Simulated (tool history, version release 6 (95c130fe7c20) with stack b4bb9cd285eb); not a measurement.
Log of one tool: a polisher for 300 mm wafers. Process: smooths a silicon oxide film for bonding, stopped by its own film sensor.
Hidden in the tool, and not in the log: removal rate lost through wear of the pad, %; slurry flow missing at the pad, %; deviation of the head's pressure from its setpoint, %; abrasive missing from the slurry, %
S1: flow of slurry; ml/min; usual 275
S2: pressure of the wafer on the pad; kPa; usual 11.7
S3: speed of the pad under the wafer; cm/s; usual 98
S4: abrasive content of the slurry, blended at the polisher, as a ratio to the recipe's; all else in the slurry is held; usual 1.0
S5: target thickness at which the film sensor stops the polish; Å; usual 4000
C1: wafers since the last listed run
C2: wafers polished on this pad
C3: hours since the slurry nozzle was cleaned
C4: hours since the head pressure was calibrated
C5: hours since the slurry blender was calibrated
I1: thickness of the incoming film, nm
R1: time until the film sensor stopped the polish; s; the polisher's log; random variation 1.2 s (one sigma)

run   hour   S1    S2  S3   S4    S5   C1    C2     C3     C4     C5     I1     R1
  1    0.0  235  11.7  98  1.0  4000    0  1366  486.1  541.8  323.0  454.3  109.5
      30.4  -- worn pad replaced by a new one
  2   30.9  275  11.7  98  1.0  4000  193     3  517.0  572.7  353.9  450.5  101.7
      81.3  -- slurry blender recalibrated
  3   95.8  275  11.7  98  1.0  4000  451   455  581.9  637.6   14.5  452.4   94.0
     133.3  -- slurry nozzle cleaned
  4  140.6  275  11.7  98  1.0  4000  314   769    7.3  682.4   59.3  454.1   90.3
  5  203.2  275  11.7  98  1.0  4000  449  1219   69.9  745.0  121.9  450.1   87.2
     233.9  -- worn pad replaced by a new one
  6  254.7  275  11.7  98  1.0  4000  341   149  121.4  796.5  173.4  451.3   93.9
  7  291.4  275  11.7  98  1.0  4000  263   412  158.1  833.2  210.1  450.5   89.6
  8  359.7  275  11.7  98  1.0  4000  490   903  226.4  901.5  278.4  456.1  103.6
  9  409.8  275  11.7  98  1.0  4000  359  1263  276.5  951.6  328.5  452.9   99.6
     413.1  -- head pressure recalibrated
     431.3  -- worn pad replaced by a new one
     434.7  -- slurry blender recalibrated
 10  448.0  275  11.7  98  1.0  4000  216   105  314.7   34.9   13.3  442.7   75.5
 11  537.8  275  11.7  98  1.0  4000  645   750  404.5  124.7  103.1  445.4   82.0
 12  593.7  310   9.7  98  1.3  4000  401  1152  460.4  180.6  159.0  442.2   85.3
     648.7  -- worn pad replaced by a new one
 13  649.2  275  11.7  98  1.0  4000  369     3  515.9  236.1  214.5  449.2   93.3

Forecast run 14:
 14  683.3  275  11.7  98  1.0  4000  244  248  550.0  270.2  248.6  459.4   ?

Run 14 gave R1 113.7 s.
Without the tool's hidden state the same run would have given R1 99.0 s.
